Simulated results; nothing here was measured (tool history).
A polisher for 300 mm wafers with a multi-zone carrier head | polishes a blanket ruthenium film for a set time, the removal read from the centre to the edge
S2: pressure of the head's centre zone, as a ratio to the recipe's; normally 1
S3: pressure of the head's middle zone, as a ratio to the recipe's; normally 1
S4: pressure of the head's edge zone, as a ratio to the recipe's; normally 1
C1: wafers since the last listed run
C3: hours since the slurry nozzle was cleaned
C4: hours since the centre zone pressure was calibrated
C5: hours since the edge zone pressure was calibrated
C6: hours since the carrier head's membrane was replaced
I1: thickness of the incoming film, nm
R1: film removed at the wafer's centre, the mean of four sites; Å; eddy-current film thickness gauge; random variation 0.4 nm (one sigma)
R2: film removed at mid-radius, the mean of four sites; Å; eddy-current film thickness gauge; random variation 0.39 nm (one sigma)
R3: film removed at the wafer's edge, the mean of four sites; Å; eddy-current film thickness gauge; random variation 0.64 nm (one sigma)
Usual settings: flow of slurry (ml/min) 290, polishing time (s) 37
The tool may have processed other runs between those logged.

run 1 day=0 | flow_of_slurry_(ml/min)=290 S2=1 S3=1 S4=1 polishing_time_(s)=37 | C1=0 wafers_polished_on_this_pad=1174 C3=195.7 C4=735.7 C5=1267.4 C6=2008.8 | I1=489.6 | R1=483 R2=494 R3=497
run 2 day=0.342 | flow_of_slurry_(ml/min)=290 S2=1 S3=1 S4=1 polishing_time_(s)=37 | C1=141 wafers_polished_on_this_pad=1315 C3=203.9 C4=743.9 C5=1275.6 C6=2017 | I1=506.4 | R1=477 R2=487 R3=488
run 3 day=0.679 | flow_of_slurry_(ml/min)=290 S2=1 S3=0.97 S4=1 polishing_time_(s)=37 | C1=139 wafers_polished_on_this_pad=1454 C3=212 C4=752 C5=1283.7 C6=2025.1 | I1=498 | R1=474 R2=471 R3=491
-- day=1.296 worn pad replaced by a new one
-- day=2.65 slurry nozzle cleaned
run 4 day=2.796 | flow_of_slurry_(ml/min)=290 S2=1 S3=0.97 S4=1 polishing_time_(s)=37 | C1=788 wafers_polished_on_this_pad=601 C3=3.5 C4=802.8 C5=1334.5 C6=2075.9 | I1=500.8 | R1=497 R2=494 R3=502
-- day=3.221 edge zone pressure recalibrated
run 5 day=3.242 | flow_of_slurry_(ml/min)=325 S2=1 S3=1 S4=0.92 polishing_time_(s)=37 | C1=149 wafers_polished_on_this_pad=751 C3=14.2 C4=813.5 C5=0.5 C6=2086.6 | I1=498.9 | R1=501 R2=505 R3=487
run 6 day=3.817 | flow_of_slurry_(ml/min)=325 S2=1 S3=1 S4=0.92 polishing_time_(s)=37 | C1=237 wafers_polished_on_this_pad=988 C3=28 C4=827.3 C5=14.3 C6=2100.4 | I1=499.5 | R1=492 R2=500 R3=479
run 7 day=4.354 | flow_of_slurry_(ml/min)=325 S2=1 S3=1 S4=0.92 polishing_time_(s)=37 | C1=222 wafers_polished_on_this_pad=1210 C3=40.9 C4=840.2 C5=27.2 C6=2113.3 | I1=493.6 | R1=478 R2=491 R3=473
run 8 day=4.812 | flow_of_slurry_(ml/min)=290 S2=1.07 S3=1 S4=1 polishing_time_(s)=37 | C1=189 wafers_polished_on_this_pad=1400 C3=51.9 C4=851.2 C5=38.2 C6=2124.3 | I1=500.9 | R1=496 R2=484 R3=490
-- day=5.004 worn pad replaced by a new one
-- day=5.383 carrier head's membrane replaced by a new one
run 9 day=5.404 | flow_of_slurry_(ml/min)=290 S2=1 S3=1 S4=1 polishing_time_(s)=37 | C1=89 wafers_polished_on_this_pad=79 C3=66.1 C4=865.4 C5=52.4 C6=0.5 | I1=502.7 | R1=504 R2=516 R3=519
run 10 day=5.721 | flow_of_slurry_(ml/min)=225 S2=1.06 S3=1.04 S4=0.94 polishing_time_(s)=37 | C1=130 wafers_polished_on_this_pad=210 C3=73.7 C4=873 C5=60 C6=8.1 | I1=493.4 | R1=517 R2=522 R3=495
run 11 day=6.275 | flow_of_slurry_(ml/min)=290 S2=1 S3=1 S4=1 polishing_time_(s)=37 | C1=228 wafers_polished_on_this_pad=439 C3=87 C4=886.3 C5=73.3 C6=21.4 | I1=494 | R1=504 R2=513 R3=515
run 12 day=6.592 | flow_of_slurry_(ml/min)=290 S2=1 S3=1 S4=1 polishing_time_(s)=37 | C1=130 wafers_polished_on_this_pad=570 C3=94.6 C4=893.9 C5=80.9 C6=29 | I1=490 | R1=493 R2=507 R3=504
run 13 day=7.271 | flow_of_slurry_(ml/min)=290 S2=1 S3=1 S4=1.12 polishing_time_(s)=37 | C1=280 wafers_polished_on_this_pad=850 C3=110.9 C4=910.2 C5=97.2 C6=45.3 | I1=499.3 | R1=485 R2=504 R3=531
run 14 day=7.988 | flow_of_slurry_(ml/min)=290 S2=1 S3=1 S4=1 polishing_time_(s)=37 | C1=296 wafers_polished_on_this_pad=1146 C3=128.1 C4=927.4 C5=114.4 C6=62.5 | I1=499.2 | R1=479 R2=491 R3=502
run 15 day=8.717 | flow_of_slurry_(ml/min)=205 S2=1 S3=1 S4=1 polishing_time_(s)=31 | C1=301 wafers_polished_on_this_pad=1447 C3=145.6 C4=944.9 C5=131.9 C6=80 | I1=509 | R1=381 R2=387 R3=399
-- day=9.008 worn pad replaced by a new one
run 16 day=9.446 | flow_of_slurry_(ml/min)=290 S2=1 S3=1 S4=1 polishing_time_(s)=37 | C1=232 wafers_polished_on_this_pad=180 C3=163.1 C4=962.4 C5=149.4 C6=97.5 | I1=502.6 | R1=499 R2=521 R3=511
-- day=9.733 centre zone pressure recalibrated
run 17 day=10.125 | flow_of_slurry_(ml/min)=340 S2=1 S3=1.11 S4=1 polishing_time_(s)=37 | C1=246 wafers_polished_on_this_pad=426 C3=179.4 C4=9.4 C5=165.7 C6=113.8 | I1=504.3 | R1=504 R2=561 R3=515
run 18 day=10.871 | flow_of_slurry_(ml/min)=325 S2=1.08 S3=1 S4=1.03 polishing_time_(s)=47 | C1=308 wafers_polished_on_this_pad=734 C3=197.3 C4=27.3 C5=183.6 C6=131.7 | I1=493.4 | R1=677 R2=648 R3=656
run 19 day=11.521 | flow_of_slurry_(ml/min)=190 S2=1.09 S3=1 S4=1 polishing_time_(s)=37 | C1=268 wafers_polished_on_this_pad=1003 C3=212.9 C4=42.9 C5=199.2 C6=147.3 | I1=493.2 | R1=504 R2=487 R3=488
-- day=12.575 worn pad replaced by a new one
run 20 day=13.708 | flow_of_slurry_(ml/min)=290 S2=1 S3=1.1 S4=1 polishing_time_(s)=37 | C1=834 wafers_polished_on_this_pad=467 C3=265.4 C4=95.4 C5=251.7 C6=199.8 | I1=505.8 | R1=494 R2=548 R3=506
run 21 day=14.062 | flow_of_slurry_(ml/min)=290 S2=1.09 S3=1.12 S4=1 polishing_time_(s)=37 | C1=146 wafers_polished_on_this_pad=613 C3=273.9 C4=103.9 C5=260.2 C6=208.3 | I1=498 | R1=526 R2=556 R3=507

Consider 5 possible next runs. They are alternatives, not a sequence: every one starts from the tool as it was left by run 21. What does each give?
run A day=14.079 | flow_of_slurry_(ml/min)=290 S2=1 S3=1 S4=1 polishing_time_(s)=37 | C1=6 wafers_polished_on_this_pad=620 C3=274.3 C4=104.3 C5=260.6 C6=208.7 | I1=501.8 | R1=? R2=? R3=?
run B day=14.079 | flow_of_slurry_(ml/min)=290 S2=0.88 S3=1 S4=1.04 polishing_time_(s)=37 | C1=6 wafers_polished_on_this_pad=620 C3=274.3 C4=104.3 C5=260.6 C6=208.7 | I1=501.8 | R1=? R2=? R3=?
run C day=14.079 | flow_of_slurry_(ml/min)=335 S2=1 S3=1 S4=1 polishing_time_(s)=37 | C1=6 wafers_polished_on_this_pad=620 C3=274.3 C4=104.3 C5=260.6 C6=208.7 | I1=501.8 | R1=? R2=? R3=?
run D day=14.079 | flow_of_slurry_(ml/min)=290 S2=1 S3=1 S4=1.05 polishing_time_(s)=40 | C1=6 wafers_polished_on_this_pad=620 C3=274.3 C4=104.3 C5=260.6 C6=208.7 | I1=501.8 | R1=? R2=? R3=?
run E day=14.079 | flow_of_slurry_(ml/min)=235 S2=0.89 S3=0.9 S4=1 polishing_time_(s)=30 | C1=6 wafers_polished_on_this_pad=620 C3=274.3 C4=104.3 C5=260.6 C6=208.7 | I1=501.8 | R1=? R2=? R3=?

run=A R1=496 R2=507 R3=504
run=B R1=452 R2=507 R3=513
run=C R1=501 R2=512 R3=507
run=D R1=536 R2=548 R3=558
run=E R1=363 R2=371 R3=404
The same runs, with their run-to-run variation unchanged, on a tool lacking any hidden condition would have given:
run=A R1=506 R2=517 R3=514
run=B R1=461 R2=517 R3=524
run=C R1=511 R2=522 R3=518
run=D R1=547 R2=559 R3=569
run=E R1=370 R2=378 R3=412
